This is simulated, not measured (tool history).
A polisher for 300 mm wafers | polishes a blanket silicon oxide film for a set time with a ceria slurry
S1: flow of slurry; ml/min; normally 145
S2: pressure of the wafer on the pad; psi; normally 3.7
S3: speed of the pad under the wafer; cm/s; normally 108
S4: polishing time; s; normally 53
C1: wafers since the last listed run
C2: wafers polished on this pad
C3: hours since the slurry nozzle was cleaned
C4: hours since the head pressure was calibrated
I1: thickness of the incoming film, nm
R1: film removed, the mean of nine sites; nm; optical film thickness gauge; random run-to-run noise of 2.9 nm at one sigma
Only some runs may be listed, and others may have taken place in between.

run   hour   S1   S2   S3  S4   C1    C2     C3     C4     I1     R1
  1      0  145  3.7  108  53    0   484   70.8  143.4  950.9  271.9
  2   16.3  145  3.7   90  53  142   626   87.1  159.7  961.2  225.2
  3   49.3  145  3.7   90  53  288   915  120.1  192.7  958.3  222.3
  4   75.3  145  3.7   90  53  227  1142  146.1  218.7    962  217.2
  5     91  145  2.9  108  53  137  1280  161.8  234.4  957.5    208
  6  114.6  145  2.9  108  53  206  1486  185.4    258  946.6  199.2
  7  143.5  145  2.9  108  53  252  1739  214.3  286.9  943.7  200.4
       165  -- worn pad replaced by a new one
  8  173.7  155  4.1  108  53  229    76  244.5  317.1  949.9  305.2
  9  201.8  155  4.1  108  53  245   321  272.6  345.2  940.3  299.9
 10    224  155  4.1  108  53  194   516  294.8  367.4  967.1  296.8
 11  259.7  145  3.7  108  53  312   828  330.5  403.1  947.8  258.1
 12  281.6  145  3.7  108  53  191  1020  352.4    425  960.3  258.9
 13    310  145  3.7  134  40  248  1268  380.8  453.4    962  236.3
 14    328  145  3.7  134  40  157  1426  398.8  471.4  951.7  236.1
     348.2  -- worn pad replaced by a new one
 15  360.4  175  3.7  108  53  248   106  431.2  503.8  949.5  280.6
 16  380.4  175  3.7  108  53  174   281  451.2  523.8  950.2  270.8
 17  394.8  145  3.7  108  53  125   407  465.6  538.2  962.1  260.3
 18  412.9  145  4.5  108  47  158   566  483.7  556.3  962.8  280.4
     415.7  -- head pressure recalibrated
 19  436.8  145  3.7  108  43  191   757  507.6   21.1  951.8  203.6
 20  456.8  130  3.7  126  53  174   932  527.6   41.1  946.7  284.2
     459.1  -- slurry nozzle cleaned
 21  489.7  145  3.1  108  42  279  1211   30.6     74  939.5  179.8
 22  523.9  145  3.2  108  53  299  1510   64.8  108.2  940.8  223.9
     565.9  -- worn pad replaced by a new one
 23  604.6  110  4.4   76  53  671   338  145.5  188.9  958.2  207.6
 24  623.1  195  2.8   74  60  161   500    164  207.4  946.3  165.9
 25  656.6  145  3.7  108  70  293   793  197.5  240.9  953.9  340.5
 26    688  145  4.7  120  53  274  1068  228.9  272.3    947  361.8
 27  717.9  145  3.7  108  53  261  1329  258.8  302.2  934.3  254.4
     748.5  -- worn pad replaced by a new one
 28    749  185  3.3   76  36  237     4  289.9  333.3  939.3    120
 29  782.4  145  3.1  108  42  292   296  323.3  366.7  962.6  172.5
 30    795  170  3.7  108  53  110   406  335.9  379.3  940.3    264
 31  823.5  115  3.7  118  53  249   655  364.4  407.8    962  255.2
 32  847.4  130  4.3   82  66  209   865  388.3  431.7  939.3  269.9
 33  900.5  145  3.7  108  53  464  1329  441.4  484.8  970.7  246.5
 34  918.6  145  3.7  108  53  158  1487  459.5  502.9  962.2  242.1
 35    938  145  3.7  108  53  169  1657  478.9  522.3  939.1  244.9
 36  951.8  145  3.7  108  42  120  1778  492.7  536.1  948.8  197.3
 37  978.9  165  3.7  108  66  237  2015  519.8  563.2  942.8  316.9

How would selected steps in R1 from run to run divide? Give the signed amount a tool lacking its hidden state would still show from settings, what came in and random variation, and the signed amount left for the hidden state, including any gauge scatter that is not in both of the compared results.
Unlogged tool condition in this case: removal rate lost through wear of the pad, %; slurry flow missing at the pad, %; deviation of the head's pressure from its setpoint, %.
Run 20 -> 21: S1 130 -> 145, S2 3.7 -> 3.1, S3 126 -> 108, S4 53 -> 42, slurry nozzle cleaned. R1 -104.4 nm: hidden state +31.1, all else -135.5.
Run 24 -> 25: S1 195 -> 145, S2 2.8 -> 3.7, S3 74 -> 108, S4 60 -> 70. R1 +174.6 nm: hidden state -29.1, all else +203.7.
Run 27 -> 28: S1 145 -> 185, S2 3.7 -> 3.3, S3 108 -> 76, S4 53 -> 36, worn pad replaced by a new one. R1 -134.4 nm: hidden state +30.9, all else -165.3.
Run 36 -> 37: S1 145 -> 165, S4 42 -> 66. R1 +119.6 nm: hidden state -19.6, all else +139.2.

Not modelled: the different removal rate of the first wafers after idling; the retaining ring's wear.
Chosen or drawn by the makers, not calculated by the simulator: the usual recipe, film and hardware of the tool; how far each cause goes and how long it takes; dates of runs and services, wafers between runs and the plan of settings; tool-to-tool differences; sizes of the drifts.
